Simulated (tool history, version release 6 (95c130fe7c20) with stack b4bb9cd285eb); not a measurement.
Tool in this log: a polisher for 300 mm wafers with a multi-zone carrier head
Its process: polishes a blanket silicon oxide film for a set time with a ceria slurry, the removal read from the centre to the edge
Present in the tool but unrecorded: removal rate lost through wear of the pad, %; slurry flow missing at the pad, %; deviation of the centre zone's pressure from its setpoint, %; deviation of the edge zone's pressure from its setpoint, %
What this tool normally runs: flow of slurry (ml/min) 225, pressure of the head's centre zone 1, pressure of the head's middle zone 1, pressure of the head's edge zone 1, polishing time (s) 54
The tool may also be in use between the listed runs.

run   hour  flow of slurry (ml/min)  pressure of the head's centre zone  pressure of the head's middle zone  pressure of the head's edge zone  polishing time (s)  wafers since the last listed run  wafers polished on this pad  hours since the slurry nozzle was cleaned  hours since the centre zone pressure was calibrated  hours since the edge zone pressure was calibrated  hours since the carrier head's membrane was replaced  incoming thickness of the incoming film, nm  film removed at the wafer's centre (Å)  film removed at mid-radius (Å)  film removed at the wafer's edge (Å)
  1      0                      225                                   1                                   1                                 1                  54                                 0                          188                                      361.6                                                254.4                                              292.4                                                1226.5                                       1644.8                                    2486                            2517                                  2589
      25.4  -- slurry nozzle cleaned
  2   33.5                      225                                   1                                   1                                 1                  54                               223                          412                                        8.1                                                287.9                                              325.9                                                  1260                                       1637.9                                    2481                            2558                                  2566
  3   56.5                      225                                   1                                0.93                                 1                  54                               158                          570                                       31.1                                                310.9                                              348.9                                                  1283                                       1616.7                                    2517                            2434                                  2630
      64.4  -- edge zone pressure recalibrated
      99.8  -- worn pad replaced by a new one
  4  147.8                      225                                   1                                0.93                                 1                  54                               587                          330                                      122.4                                                402.2                                               83.4                                                1374.3                                       1663.6                                    2465                            2337                                  2614
  5  171.8                      225                                   1                                   1                                 1                  54                               165                          495                                      146.4                                                426.2                                              107.4                                                1398.3                                       1636.3                                    2409                            2586                                  2605
  6  197.1                      225                                   1                                   1                                 1                  54                               174                          670                                      171.7                                                451.5                                              132.7                                                1423.6                                       1626.4                                    2397                            2565                                  2597
       222  -- worn pad replaced by a new one, of another model than before
  7  228.5                      225                                   1                                   1                                 1                  54                               188                           44                                      203.1                                                482.9                                              164.1                                                  1455                                       1638.4                                    2442                            2626                                  2556
  8  242.6                      225                                   1                                   1                                 1                  54                                97                          141                                      217.2                                                  497                                              178.2                                                1469.1                                       1597.2                                    2392                            2564                                  2581
     292.7  -- centre zone pressure recalibrated
  9  314.2                      225                                   1                                   1                                 1                  54                               479                          621                                      288.8                                                 21.5                                              249.8                                                1540.7                                       1663.3                                    2529                            2545                                  2599
     340.4  -- slurry nozzle cleaned
 10  340.9                      225                                   1                                   1                                 1                  44                               177                          798                                        0.5                                                 48.2                                              276.5                                                1567.4                                       1637.7                                    2062                            2130                                  2100
     347.6  -- carrier head's membrane replaced by a new one
     352.2  -- worn pad replaced by a new one
 11  372.2                      225                                   1                                   1                              1.06                  44                               153                          138                                       31.8                                                 79.5                                              307.8                                                  24.6                                         1647                                    2091                            2055                                  2169
 12  385.4                      225                                   1                                   1                                 1                  54                                90                          229                                         45                                                 92.7                                                321                                                  37.8                                       1646.3                                    2576                            2516                                  2592
 13  408.4                      190                                   1                                 0.9                              1.08                  54                               158                          387                                         68                                                115.7                                                344                                                  60.8                                       1628.9                                    2448                            2309                                  2653
       428  -- edge zone pressure recalibrated
 14  428.5                      225                                   1                                0.93                                 1                  54                               124                          512                                       88.1                                                135.8                                                0.5                                                  80.9                                         1655                                    2495                            2397                                  2610
 15  462.2                      260                                   1                                0.91                                 1                  73                               232                          744                                      121.8                                                169.5                                               34.2                                                 114.6                                       1634.2                                    3523                            3265                                  3537
     484.5  -- worn pad replaced by a new one
 16  485.8                      155                                   1                                   1                              1.04                  54                               135                            8                                      145.4                                                193.1                                               57.8                                                 138.2                                       1610.8                                    2379                            2379                                  2550
 17  509.3                      225                                   1                                   1                                 1                  69                               161                          170                                      168.9                                                216.6                                               81.3                                                 161.7                                       1655.2                                    3159                            3229                                  3306
 18    528                      225                                   1                                   1                                 1                  54                               128                          299                                      187.6                                                235.3                                                100                                                 180.4                                       1620.4                                    2506                            2535                                  2550
 19  555.5                      225                                   1                                 0.9                                 1                  54                               189                          488                                      215.1                                                262.8                                              127.5                                                 207.9                                       1620.6                                    2435                            2396                                  2527
     610.1  -- worn pad replaced by a new one
 20  654.4                      225                                0.88                                   1                              1.08                  54                               653                          304                                        314                                                361.7                                              226.4                                                 306.8                                       1645.3                                    2105                            2590                                  2692

Run by run, hidden condition taken away, random variation retained:
run  film removed at the wafer's centre (Å)
  1                                    2557
  2                                    2566
  3                                    2614
  4                                    2601
  5                                    2553
  6                                    2551
  7                                    2614
  8                                    2567
  9                                    2539
 10                                    2079
 11                                    2120
 12                                    2616
 13                                    2496
 14                                    2553
 15                                    3626
 16                                    2458
 17                                    3277
 18                                    2609
 19                                    2546
 20                                    2241
film removed at mid-radius (Å): within 1 of the measured result in every run.
For film removed at the wafer's edge (Å), the value without the hidden state matches the measurement in each run.
